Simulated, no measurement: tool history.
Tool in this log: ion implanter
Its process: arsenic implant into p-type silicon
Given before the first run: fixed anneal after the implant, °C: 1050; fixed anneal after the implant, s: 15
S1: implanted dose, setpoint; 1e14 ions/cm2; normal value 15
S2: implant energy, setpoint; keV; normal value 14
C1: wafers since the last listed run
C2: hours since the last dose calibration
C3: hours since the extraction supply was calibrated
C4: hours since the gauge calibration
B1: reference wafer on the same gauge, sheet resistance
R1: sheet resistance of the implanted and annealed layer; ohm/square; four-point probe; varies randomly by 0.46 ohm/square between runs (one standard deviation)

Run 1, hour 0: usual settings but S1 12.74 1e14 ions/cm2; C1 0; C2 224.3; C3 2890.7; C4 437.1; B1 108.83. Result: R1 114.26 ohm/square.
Run 2, hour 29.5: usual settings but S1 12.74 1e14 ions/cm2; C1 788; C2 253.8; C3 2920.2; C4 466.6; B1 108.94. Result: R1 114.03 ohm/square.
Run 3, hour 85: usual settings but S1 13.86 1e14 ions/cm2, S2 16 keV; C1 1484; C2 309.3; C3 2975.7; C4 522.1; B1 108.97. Result: R1 107.73 ohm/square.
Run 4, hour 185.2: usual settings but S1 13.86 1e14 ions/cm2, S2 16 keV; C1 2679; C2 409.5; C3 3075.9; C4 622.3; B1 109. Result: R1 108.24 ohm/square.
Run 5, hour 253.4: usual settings; C1 1823; C2 477.7; C3 3144.1; C4 690.5; B1 109.06. Result: R1 105.76 ohm/square.
Run 6, hour 315.2: usual settings; C1 1652; C2 539.5; C3 3205.9; C4 752.3; B1 109.1. Result: R1 106.56 ohm/square.
Run 7, hour 349.9: usual settings; C1 927; C2 574.2; C3 3240.6; C4 787; B1 108.79. Result: R1 106.86 ohm/square.
Run 8, hour 379.3: usual settings but S1 11.49 1e14 ions/cm2; C1 786; C2 603.6; C3 3270; C4 816.4; B1 109.27. Result: R1 121.51 ohm/square.
Run 9, hour 468.5: usual settings but S1 11.49 1e14 ions/cm2; C1 2385; C2 692.8; C3 3359.2; C4 905.6; B1 109.03. Result: R1 121.34 ohm/square.
Run 10, hour 529.1: usual settings but S1 11.49 1e14 ions/cm2; C1 1620; C2 753.4; C3 3419.8; C4 966.2; B1 108.98. Result: R1 122 ohm/square.
Run 11, hour 562.4: usual settings; C1 890; C2 786.7; C3 3453.1; C4 999.5; B1 108.72. Result: R1 107.29 ohm/square.
At hour 652.1: extraction supply calibrated.
Run 12, hour 661.9: usual settings but S2 12 keV; C1 2446; C2 886.2; C3 9.8; C4 1099; B1 108.95. Result: R1 109.46 ohm/square.
Run 13, hour 703.2: usual settings but S2 12 keV; C1 1104; C2 927.5; C3 51.1; C4 1140.3; B1 109.09. Result: R1 109.22 ohm/square.
Run 14, hour 756.9: usual settings but S2 12 keV; C1 1435; C2 981.2; C3 104.8; C4 1194; B1 108.83. Result: R1 109.8 ohm/square.

Run 15 comes next. What will it give?
Run 15, hour 808.2: usual settings; C1 1371; C2 1032.5; C3 156.1; C4 1245.3; B1 ?. Result: R1 ?.

{"run 15": {"B1": 108.96, "R1": 109.49}}
Take away the tool's hidden state, keep the run-to-run variation as it was, and the same run would have given R1 106.76 ohm/square.

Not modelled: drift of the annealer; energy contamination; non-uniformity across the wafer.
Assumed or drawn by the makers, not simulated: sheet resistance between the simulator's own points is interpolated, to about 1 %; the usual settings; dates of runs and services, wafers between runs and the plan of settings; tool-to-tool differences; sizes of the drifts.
